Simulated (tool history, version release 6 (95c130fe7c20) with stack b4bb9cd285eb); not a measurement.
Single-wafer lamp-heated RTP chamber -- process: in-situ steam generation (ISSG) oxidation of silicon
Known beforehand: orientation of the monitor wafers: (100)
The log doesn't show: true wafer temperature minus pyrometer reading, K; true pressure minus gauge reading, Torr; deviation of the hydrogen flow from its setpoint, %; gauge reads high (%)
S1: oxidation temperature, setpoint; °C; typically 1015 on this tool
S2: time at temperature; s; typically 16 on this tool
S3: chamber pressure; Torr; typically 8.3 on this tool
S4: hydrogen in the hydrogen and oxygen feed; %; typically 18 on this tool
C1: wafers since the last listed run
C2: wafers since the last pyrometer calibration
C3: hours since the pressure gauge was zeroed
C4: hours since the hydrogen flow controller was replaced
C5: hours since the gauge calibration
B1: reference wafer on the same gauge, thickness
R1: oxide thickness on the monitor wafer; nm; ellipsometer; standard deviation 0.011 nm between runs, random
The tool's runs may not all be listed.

| run | hour | S1 | S2 | S3 | S4 | C1 | C2 | C3 | C4 | C5 | B1 | R1 |
|---|---|---|---|---|---|---|---|---|---|---|---|---|
| 1 | 0.0 | 1015 | 16 | 8.3 | 18 | 0 | 1491 | 2815.9 | 5248.6 | 2788.5 | 5.590 | 5.306 |
| 2 | 273.8 | 1015 | 16 | 8.3 | 18 | 3201 | 4693 | 3089.7 | 5522.4 | 3062.3 | 5.590 | 5.355 |
| 3 | 358.5 | 1015 | 16 | 8.3 | 18 | 990 | 5683 | 3174.4 | 5607.1 | 3147.0 | 5.588 | 5.348 |
|  | 449.6 | pyrometer window cleaned and pyrometer calibrated |
| 4 | 466.0 | 1015 | 16 | 8.3 | 18 | 1163 | 191 | 3281.9 | 5714.6 | 3254.5 | 5.590 | 5.264 |
| 5 | 534.6 | 1015 | 16 | 8.3 | 18 | 802 | 993 | 3350.5 | 5783.2 | 3323.1 | 5.590 | 5.305 |
| 6 | 601.4 | 1015 | 16 | 8.3 | 18 | 781 | 1774 | 3417.3 | 5850.0 | 3389.9 | 5.590 | 5.327 |
| 7 | 696.1 | 1005 | 16 | 9.3 | 18 | 1107 | 2881 | 3512.0 | 5944.7 | 3484.6 | 5.590 | 5.069 |
|  | 756.8 | gauge calibrated |
| 8 | 757.2 | 1005 | 16 | 9.3 | 18 | 714 | 3596 | 3573.1 | 6005.8 | 0.4 | 5.590 | 5.075 |
| 9 | 796.6 | 1005 | 16 | 9.3 | 18 | 460 | 4056 | 3612.5 | 6045.2 | 39.8 | 5.589 | 5.079 |
| 10 | 877.1 | 1015 | 16 | 8.3 | 18 | 941 | 4998 | 3693.0 | 6125.7 | 120.3 | 5.587 | 5.330 |
| 11 | 923.8 | 1015 | 16 | 8.3 | 18 | 546 | 5544 | 3739.7 | 6172.4 | 167.0 | 5.591 | 5.345 |
|  | 963.0 | hydrogen flow controller replaced |
| 12 | 988.5 | 1015 | 16 | 8.3 | 18 | 662 | 6207 | 3804.4 | 25.5 | 231.7 | 5.588 | 5.372 |
| 13 | 1039.1 | 1015 | 19 | 8.3 | 18 | 591 | 6798 | 3855.0 | 76.1 | 282.3 | 5.591 | 5.813 |
|  | 1071.6 | pyrometer window cleaned and pyrometer calibrated |
| 14 | 1079.3 | 1004 | 16 | 7.1 | 27 | 376 | 89 | 3895.2 | 116.3 | 322.5 | 5.591 | 5.584 |
| 15 | 1139.2 | 1015 | 14 | 8.3 | 18 | 700 | 789 | 3955.1 | 176.2 | 382.4 | 5.590 | 4.980 |
| 16 | 1228.4 | 1010 | 16 | 8.3 | 11 | 1042 | 1832 | 4044.3 | 265.4 | 471.6 | 5.590 | 4.654 |
|  | 1298.0 | pressure gauge zeroed |
| 17 | 1312.6 | 1006 | 16 | 8.3 | 18 | 890 | 2723 | 14.6 | 349.6 | 555.8 | 5.589 | 5.136 |
| 18 | 1355.0 | 1005 | 14 | 8.3 | 18 | 495 | 3219 | 57.0 | 392.0 | 598.2 | 5.590 | 4.827 |
| 19 | 1416.0 | 1015 | 16 | 8.3 | 12 | 713 | 3932 | 118.0 | 453.0 | 659.2 | 5.590 | 4.882 |
| 20 | 1474.5 | 1015 | 16 | 8.3 | 18 | 684 | 4616 | 176.5 | 511.5 | 717.7 | 5.591 | 5.329 |
| 21 | 1571.3 | 1032 | 20 | 7.5 | 23 | 1131 | 5748 | 273.3 | 608.3 | 814.5 | 5.590 | 6.872 |
|  | 1601.0 | pyrometer window cleaned and pyrometer calibrated |
| 22 | 1675.4 | 1015 | 18 | 8.3 | 18 | 1123 | 869 | 377.4 | 712.4 | 918.6 | 5.592 | 5.599 |
| 23 | 1729.3 | 1015 | 22 | 8.3 | 18 | 630 | 1500 | 431.3 | 766.3 | 972.5 | 5.590 | 6.195 |
| 24 | 1796.5 | 1005 | 16 | 9.3 | 18 | 785 | 2285 | 498.5 | 833.5 | 1039.7 | 5.590 | 5.063 |
| 25 | 1874.4 | 1015 | 16 | 7.2 | 11 | 910 | 3196 | 576.4 | 911.4 | 1117.6 | 5.589 | 4.745 |
| 26 | 1929.9 | 1015 | 16 | 8.3 | 18 | 648 | 3845 | 631.9 | 966.9 | 1173.1 | 5.588 | 5.343 |
| 27 | 2027.5 | 1007 | 21 | 7.5 | 13 | 1141 | 4986 | 729.5 | 1064.5 | 1270.7 | 5.592 | 5.469 |
| 28 | 2092.2 | 1015 | 16 | 9.7 | 26 | 756 | 5743 | 794.2 | 1129.2 | 1335.4 | 5.590 | 5.719 |
| 29 | 2140.7 | 1021 | 16 | 7.4 | 18 | 567 | 6310 | 842.7 | 1177.7 | 1383.9 | 5.589 | 5.494 |
|  | 2168.7 | pyrometer window cleaned and pyrometer calibrated |
| 30 | 2192.3 | 1015 | 16 | 8.3 | 18 | 509 | 275 | 894.3 | 1229.3 | 1435.5 | 5.590 | 5.297 |
| 31 | 2297.5 | 1015 | 13 | 8.3 | 18 | 1230 | 1505 | 999.5 | 1334.5 | 1540.7 | 5.591 | 4.824 |
| 32 | 2362.7 | 1015 | 16 | 8.3 | 26 | 762 | 2267 | 1064.7 | 1399.7 | 1605.9 | 5.590 | 5.821 |

Below, some changes in R1 between adjacent runs. For each, the amount present without the hidden state too (settings, incoming material, random variation) and the amount remaining for the hidden state with gauge scatter not shared by both compared results:
Run 3 -> 4: pyrometer window cleaned and pyrometer calibrated. R1 -0.084 nm: hidden state -0.074, all else -0.010.
Run 13 -> 14: S1 1015 -> 1004, S2 19 -> 16, S3 8.3 -> 7.1, S4 18 -> 27, pyrometer window cleaned and pyrometer calibrated. R1 -0.229 nm: hidden state -0.080, all else -0.149.
Run 20 -> 21: S1 1015 -> 1032, S2 16 -> 20, S3 8.3 -> 7.5, S4 18 -> 23. R1 +1.543 nm: hidden state +0.041, all else +1.502.
Run 21 -> 22: S1 1032 -> 1015, S2 20 -> 18, S3 7.5 -> 8.3, S4 23 -> 18, pyrometer window cleaned and pyrometer calibrated. R1 -1.273 nm: hidden state -0.079, all else -1.194.
Run 23 -> 24: S1 1015 -> 1005, S2 22 -> 16, S3 8.3 -> 9.3. R1 -1.132 nm: hidden state -0.006, all else -1.126.
